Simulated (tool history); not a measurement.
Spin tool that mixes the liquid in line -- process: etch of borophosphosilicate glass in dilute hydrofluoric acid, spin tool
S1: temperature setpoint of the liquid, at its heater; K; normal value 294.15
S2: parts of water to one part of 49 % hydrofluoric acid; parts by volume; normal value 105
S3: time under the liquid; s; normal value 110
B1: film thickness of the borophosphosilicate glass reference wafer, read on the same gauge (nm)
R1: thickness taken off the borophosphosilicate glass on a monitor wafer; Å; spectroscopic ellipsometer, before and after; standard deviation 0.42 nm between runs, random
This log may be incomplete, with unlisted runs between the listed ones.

{"run": 1, "hour": 0.0, "S1": 294.15, "S2": 105, "S3": 110, "B1": 139.26, "R1": 492.9}
{"run": 2, "hour": 94.9, "S1": 294.15, "S2": 105, "S3": 110, "B1": 138.82, "R1": 489.7}
{"run": 3, "hour": 161.5, "S1": 294.15, "S2": 105, "S3": 110, "B1": 138.52, "R1": 487.9}
{"run": 4, "hour": 209.9, "S1": 294.15, "S2": 105, "S3": 110, "B1": 138.32, "R1": 484.3}
{"run": 5, "hour": 520.8, "S1": 294.15, "S2": 105, "S3": 110, "B1": 136.53, "R1": 477.4}
{"run": 6, "hour": 624.6, "S1": 294.15, "S2": 105, "S3": 110, "B1": 135.9, "R1": 479.2}
{"run": 7, "hour": 664.4, "S1": 294.15, "S2": 105, "S3": 110, "B1": 135.61, "R1": 477.5}
{"run": 8, "hour": 758.4, "S1": 294.15, "S2": 105, "S3": 110, "B1": 134.97, "R1": 475.2}
{"run": 9, "hour": 826.4, "S1": 294.15, "S2": 150, "S3": 135, "B1": 134.48, "R1": 389.5}
{"run": 10, "hour": 879.8, "S1": 294.15, "S2": 105, "S3": 110, "B1": 134.07, "R1": 469.2}
{"run": 11, "hour": 954.6, "S1": 294.15, "S2": 105, "S3": 110, "B1": 133.49, "R1": 469.1}
{"run": 12, "hour": 1048.9, "S1": 298.65, "S2": 105, "S3": 50, "B1": 132.7, "R1": 254.7}
{"run": 13, "hour": 1111.2, "S1": 294.15, "S2": 55, "S3": 150, "B1": 132.2, "R1": 1288.0}
{"run": 14, "hour": 1200.5, "S1": 290.15, "S2": 65, "S3": 110, "B1": 131.42, "R1": 653.3}
{"run": 15, "hour": 1246.5, "S1": 298.15, "S2": 80, "S3": 110, "B1": 130.95, "R1": 736.6}
{"run": 16, "hour": 1314.2, "S1": 292.65, "S2": 105, "S3": 165, "B1": 130.37, "R1": 644.2}
{"run": 17, "hour": 1415.8, "S1": 290.15, "S2": 65, "S3": 110, "B1": 129.34, "R1": 658.1}
{"run": 18, "hour": 1473.7, "S1": 294.15, "S2": 105, "S3": 110, "B1": 128.78, "R1": 449.7}
{"run": 19, "hour": 1527.1, "S1": 294.15, "S2": 65, "S3": 155, "B1": 128.21, "R1": 1078.2}
{"run": 20, "hour": 1606.5, "S1": 294.15, "S2": 105, "S3": 110, "B1": 127.38, "R1": 444.2}
{"run": 21, "hour": 1659.8, "S1": 294.15, "S2": 105, "S3": 110, "B1": 126.82, "R1": 442.9}
{"run": 22, "hour": 1727.2, "S1": 290.65, "S2": 145, "S3": 160, "B1": 140.45, "R1": 433.0}
{"run": 23, "hour": 1834.1, "S1": 290.15, "S2": 150, "S3": 50, "B1": 140.45, "R1": 128.2}
{"run": 24, "hour": 1886.8, "S1": 294.15, "S2": 90, "S3": 55, "B1": 140.39, "R1": 294.5}
{"run": 25, "hour": 1985.2, "S1": 291.15, "S2": 70, "S3": 110, "B1": 140.33, "R1": 694.4}
{"run": 26, "hour": 2035.9, "S1": 294.15, "S2": 130, "S3": 110, "B1": 140.21, "R1": 388.7}
{"run": 27, "hour": 2353.9, "S1": 290.15, "S2": 105, "S3": 110, "B1": 139.64, "R1": 414.8}
{"run": 28, "hour": 2430.0, "S1": 294.15, "S2": 105, "S3": 125, "B1": 139.41, "R1": 551.3}
{"run": 29, "hour": 2468.1, "S1": 292.15, "S2": 80, "S3": 60, "B1": 139.3, "R1": 327.4}
{"run": 30, "hour": 2526.5, "S1": 294.15, "S2": 105, "S3": 110, "B1": 139.12, "R1": 486.7}
{"run": 31, "hour": 2615.5, "S1": 294.15, "S2": 105, "S3": 60, "B1": 138.77, "R1": 268.3}
{"run": 32, "hour": 2713.2, "S1": 295.65, "S2": 105, "S3": 110, "B1": 138.41, "R1": 522.3}

Removed from this log: 3 entries logged between the listed runs. Between which two listed runs does each belong, and how does the tool's hidden state at the listed run before it compare with that at the listed run after it?
After run 7, before run 8: thermometer replaced (hour 728.0)
  gauge reads high (%): -3.12 -> -3.59
  measured less the result without the state, R1: -15.4 -> -17.7 Å
After run 20, before run 21: hydrofluoric acid flow meter replaced (hour 1636.9)
  gauge reads high (%): -9.01 -> -9.42
  measured less the result without the state, R1: -43.9 -> -46.1 Å
After run 21, before run 22: gauge calibrated (hour 1721.7)
  gauge reads high (%): -9.42 -> 0.324
  measured less the result without the state, R1: -46.1 -> +1.4 Å
